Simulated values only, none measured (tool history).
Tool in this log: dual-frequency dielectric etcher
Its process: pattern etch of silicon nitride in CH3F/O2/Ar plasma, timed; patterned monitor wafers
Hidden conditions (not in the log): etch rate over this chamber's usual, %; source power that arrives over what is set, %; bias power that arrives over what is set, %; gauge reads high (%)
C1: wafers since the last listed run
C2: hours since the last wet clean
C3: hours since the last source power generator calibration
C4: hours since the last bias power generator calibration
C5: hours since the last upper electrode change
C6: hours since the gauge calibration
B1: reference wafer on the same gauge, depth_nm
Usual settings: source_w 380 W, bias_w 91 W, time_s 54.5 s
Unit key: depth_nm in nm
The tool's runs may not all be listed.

Run 1, hour 0.0: usual settings; C1 0; C2 32.7; C3 3099.5; C4 4325.9; C5 2459.0; C6 524.0; B1 42.41. Result: depth_nm 38.56 nm.
Run 2, hour 42.9: usual settings; C1 365; C2 75.6; C3 3142.4; C4 4368.8; C5 2501.9; C6 566.9; B1 42.45. Result: depth_nm 38.67 nm.
Run 3, hour 78.2: usual settings; C1 300; C2 110.9; C3 3177.7; C4 4404.1; C5 2537.2; C6 602.2; B1 42.38. Result: depth_nm 38.68 nm.
Run 4, hour 131.2: usual settings; C1 451; C2 163.9; C3 3230.7; C4 4457.1; C5 2590.2; C6 655.2; B1 42.36. Result: depth_nm 38.56 nm.
Run 5, hour 191.2: usual settings but time_s 47.0 s; C1 511; C2 223.9; C3 3290.7; C4 4517.1; C5 2650.2; C6 715.2; B1 42.30. Result: depth_nm 33.46 nm.
Run 6, hour 243.2: usual settings but time_s 47.0 s; C1 443; C2 275.9; C3 3342.7; C4 4569.1; C5 2702.2; C6 767.2; B1 42.19. Result: depth_nm 33.30 nm.
At hour 419.2: wet clean of the chamber.
Run 7, hour 419.7: usual settings but time_s 46.5 s; C1 1299; C2 0.5; C3 3519.2; C4 4745.6; C5 2878.7; C6 943.7; B1 41.95. Result: depth_nm 32.51 nm.
At hour 425.0: gauge calibrated.
Run 8, hour 448.7: usual settings but bias_w 75 W; C1 247; C2 29.5; C3 3548.2; C4 4774.6; C5 2907.7; C6 23.7; B1 42.68. Result: depth_nm 34.66 nm.
Run 9, hour 516.6: usual settings but bias_w 75 W; C1 578; C2 97.4; C3 3616.1; C4 4842.5; C5 2975.6; C6 91.6; B1 42.69. Result: depth_nm 34.75 nm.
Run 10, hour 541.8: usual settings; C1 214; C2 122.6; C3 3641.3; C4 4867.7; C5 3000.8; C6 116.8; B1 42.67. Result: depth_nm 38.86 nm.
At hour 560.1: bias power generator calibrated.
Run 11, hour 589.8: usual settings; C1 375; C2 170.6; C3 3689.3; C4 29.7; C5 3048.8; C6 164.8; B1 42.68. Result: depth_nm 38.92 nm.
Run 12, hour 621.6: usual settings but time_s 60.0 s; C1 271; C2 202.4; C3 3721.1; C4 61.5; C5 3080.6; C6 196.6; B1 42.64. Result: depth_nm 42.82 nm.
Run 13, hour 714.1: usual settings; C1 788; C2 294.9; C3 3813.6; C4 154.0; C5 3173.1; C6 289.1; B1 42.60. Result: depth_nm 38.80 nm.
Run 14, hour 773.9: usual settings but source_w 420 W, time_s 58.5 s; C1 509; C2 354.7; C3 3873.4; C4 213.8; C5 3232.9; C6 348.9; B1 42.55. Result: depth_nm 42.68 nm.
At hour 827.7: wet clean of the chamber.
Run 15, hour 835.0: usual settings but source_w 300 W, bias_w 97 W, time_s 44.5 s; C1 316; C2 7.3; C3 3934.5; C4 274.9; C5 3294.0; C6 410.0; B1 42.52. Result: depth_nm 31.10 nm.
At hour 867.9: upper electrode replaced.
At hour 899.6: source power generator calibrated.
Run 16, hour 900.0: usual settings but source_w 420 W, bias_w 113 W, time_s 59.0 s; C1 315; C2 72.3; C3 0.4; C4 339.9; C5 32.1; C6 475.0; B1 42.49. Result: depth_nm 48.38 nm.
Run 17, hour 961.5: usual settings but source_w 330 W; C1 524; C2 133.8; C3 61.9; C4 401.4; C5 93.6; C6 536.5; B1 42.45. Result: depth_nm 37.53 nm.
Run 18, hour 995.8: usual settings but time_s 42.5 s; C1 292; C2 168.1; C3 96.2; C4 435.7; C5 127.9; C6 570.8; B1 42.40. Result: depth_nm 30.28 nm.
Run 19, hour 1043.5: usual settings but bias_w 85 W, time_s 69.0 s; C1 406; C2 215.8; C3 143.9; C4 483.4; C5 175.6; C6 618.5; B1 42.36. Result: depth_nm 46.93 nm.
At hour 1187.9: wet clean of the chamber.
Run 20, hour 1240.1: usual settings; C1 1471; C2 52.2; C3 340.5; C4 680.0; C5 372.2; C6 815.1; B1 42.14. Result: depth_nm 38.33 nm.

Here are 4 independent what-if runs from the current tool condition. What would each one return?
Run A, hour 1240.5: usual settings; C1 3; C2 52.6; C3 340.9; C4 680.4; C5 372.6; C6 815.5; B1 ?. Result: depth_nm ?.
Run B, hour 1240.5: usual settings but source_w 440 W, bias_w 74 W; C1 3; C2 52.6; C3 340.9; C4 680.4; C5 372.6; C6 815.5; B1 ?. Result: depth_nm ?.
Run C, hour 1240.5: usual settings but source_w 420 W, bias_w 111 W; C1 3; C2 52.6; C3 340.9; C4 680.4; C5 372.6; C6 815.5; B1 ?. Result: depth_nm ?.
Run D, hour 1240.5: usual settings but bias_w 111 W, time_s 41.0 s; C1 3; C2 52.6; C3 340.9; C4 680.4; C5 372.6; C6 815.5; B1 ?. Result: depth_nm ?.

run     B1  depth_nm
  A  42.12     38.44
  B  42.12     35.23
  C  42.12     44.03
  D  42.12     32.34
Stripped of hidden state, with their random variation kept, the same runs would have yielded:
run  depth_nm
  A     38.97
  B     35.72
  C     44.63
  D     32.79
